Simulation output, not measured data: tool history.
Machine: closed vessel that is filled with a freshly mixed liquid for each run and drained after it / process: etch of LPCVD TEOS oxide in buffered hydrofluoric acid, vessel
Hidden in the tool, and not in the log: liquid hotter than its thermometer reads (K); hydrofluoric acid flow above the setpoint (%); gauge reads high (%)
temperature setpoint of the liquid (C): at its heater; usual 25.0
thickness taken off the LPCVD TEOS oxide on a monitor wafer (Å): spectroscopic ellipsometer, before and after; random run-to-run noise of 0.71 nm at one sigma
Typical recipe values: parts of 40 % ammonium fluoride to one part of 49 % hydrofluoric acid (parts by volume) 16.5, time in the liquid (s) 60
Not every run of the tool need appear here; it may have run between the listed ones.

run    hour  temperature setpoint of the liquid (C)  parts of 40 % ammonium fluoride to one part of 49 % hydrofluoric acid (parts by volume)  time in the liquid (s)  wafers since the last listed run  hours since the thermometer was replaced  hours since the hydrofluoric acid flow meter was replaced  hours since the gauge calibration  read-back film thickness of the LPCVD TEOS oxide reference wafer, read on the same gauge (nm)  thickness taken off the LPCVD TEOS oxide on a monitor wafer (Å)
  1     0.0                                    24.0                                                                                     16.5                      60                                 0                                    1575.5                                                      436.1                             1044.8                                                                                         110.00                                                           1753.7
  2   142.1                                    25.0                                                                                     16.5                      60                             14912                                    1717.6                                                      578.2                             1186.9                                                                                         109.99                                                           1859.6
  3   207.8                                    25.0                                                                                     16.5                      60                              6894                                    1783.3                                                      643.9                             1252.6                                                                                         110.02                                                           1856.7
  4   253.2                                    25.0                                                                                     16.5                      60                              4764                                    1828.7                                                      689.3                             1298.0                                                                                         110.00                                                           1865.7
  5   295.8                                    25.0                                                                                     16.5                      60                              4470                                    1871.3                                                      731.9                             1340.6                                                                                         110.00                                                           1855.6
  6   337.6                                    25.0                                                                                     16.5                      60                              4386                                    1913.1                                                      773.7                             1382.4                                                                                         109.97                                                           1850.9
  7   367.4                                    25.0                                                                                     16.5                      60                              3127                                    1942.9                                                      803.5                             1412.2                                                                                         110.01                                                           1866.2
      385.8  -- thermometer replaced
  8   429.9                                    25.0                                                                                     16.5                      60                              6453                                      44.1                                                      866.0                             1474.7                                                                                         109.99                                                           1977.2
      433.5  -- gauge calibrated
  9   498.8                                    25.0                                                                                     16.5                      55                              7230                                     113.0                                                      934.9                               65.3                                                                                         110.02                                                           1806.3
 10   561.1                                    28.5                                                                                     16.5                      60                              6537                                     175.3                                                      997.2                              127.6                                                                                         110.05                                                           2370.5
      564.5  -- thermometer replaced, repeated, since the last time left the tool worse
 11   626.6                                    28.5                                                                                     16.5                      60                              6768                                      62.1                                                     1062.7                              193.1                                                                                         110.00                                                           2140.7
 12   678.6                                    25.0                                                                                     16.5                      35                              5456                                     114.1                                                     1114.7                              245.1                                                                                         109.97                                                           1040.4
 13   744.3                                    25.0                                                                                     16.5                      60                              6894                                     179.8                                                     1180.4                              310.8                                                                                         110.00                                                           1774.7
 14   808.0                                    25.0                                                                                     16.5                      60                              6684                                     243.5                                                     1244.1                              374.5                                                                                         110.04                                                           1779.3
      812.4  -- hydrofluoric acid flow meter replaced
 15   878.5                                    25.0                                                                                     10.5                      60                              7293                                     314.0                                                       66.1                              445.0                                                                                         110.04                                                           2796.6
 16   912.0                                    25.0                                                                                     16.5                      60                              3515                                     347.5                                                       99.6                              478.5                                                                                         109.98                                                           1789.2
 17   969.5                                    25.0                                                                                     18.5                      60                              6034                                     405.0                                                      157.1                              536.0                                                                                         109.96                                                           1611.8
 18  1015.7                                    21.5                                                                                     11.5                      30                              4848                                     451.2                                                      203.3                              582.2                                                                                         110.00                                                           1051.3
 19  1083.0                                    25.0                                                                                     16.5                      60                              7062                                     518.5                                                      270.6                              649.5                                                                                         110.02                                                           1794.4
 20  1144.0                                    22.0                                                                                     16.5                      35                              6401                                     579.5                                                      331.6                              710.5                                                                                         109.99                                                            899.8
 21  1177.7                                    30.0                                                                                     20.0                      60                              3536                                     613.2                                                      365.3                              744.2                                                                                         110.02                                                           1955.4
 22  1249.6                                    22.5                                                                                     16.5                      30                              7545                                     685.1                                                      437.2                              816.1                                                                                         109.99                                                            787.5

Alternative continuations, all from the tool just after run 22; predict every row:
  A  1250.3                                    25.0                                                                                     16.5                      60                                73                                     685.8                                                      437.9                              816.8                                                                                              ?                                                                ?
  B  1250.3                                    22.5                                                                                     16.5                      80                                73                                     685.8                                                      437.9                              816.8                                                                                              ?                                                                ?
  C  1250.3                                    25.0                                                                                     18.5                      30                                73                                     685.8                                                      437.9                              816.8                                                                                              ?                                                                ?
  D  1250.3                                    21.5                                                                                     21.0                      85                                73                                     685.8                                                      437.9                              816.8                                                                                              ?                                                                ?
  E  1250.3                                    27.0                                                                                     10.5                      60                                73                                     685.8                                                      437.9                              816.8                                                                                              ?                                                                ?

run  read-back film thickness of the LPCVD TEOS oxide reference wafer, read on the same gauge (nm)  thickness taken off the LPCVD TEOS oxide on a monitor wafer (Å)
  A                                                                                         109.99                                                           1812.7
  B                                                                                         109.99                                                           2108.6
  C                                                                                         109.99                                                            809.8
  D                                                                                         109.99                                                           1695.7
  E                                                                                         109.99                                                           3141.2
With the hidden condition removed and each run's random variation left untouched, the same runs would have given:
run  thickness taken off the LPCVD TEOS oxide on a monitor wafer (Å)
  A                                                           1767.0
  B                                                           2054.7
  C                                                            789.4
  D                                                           1652.0
  E                                                           3063.4
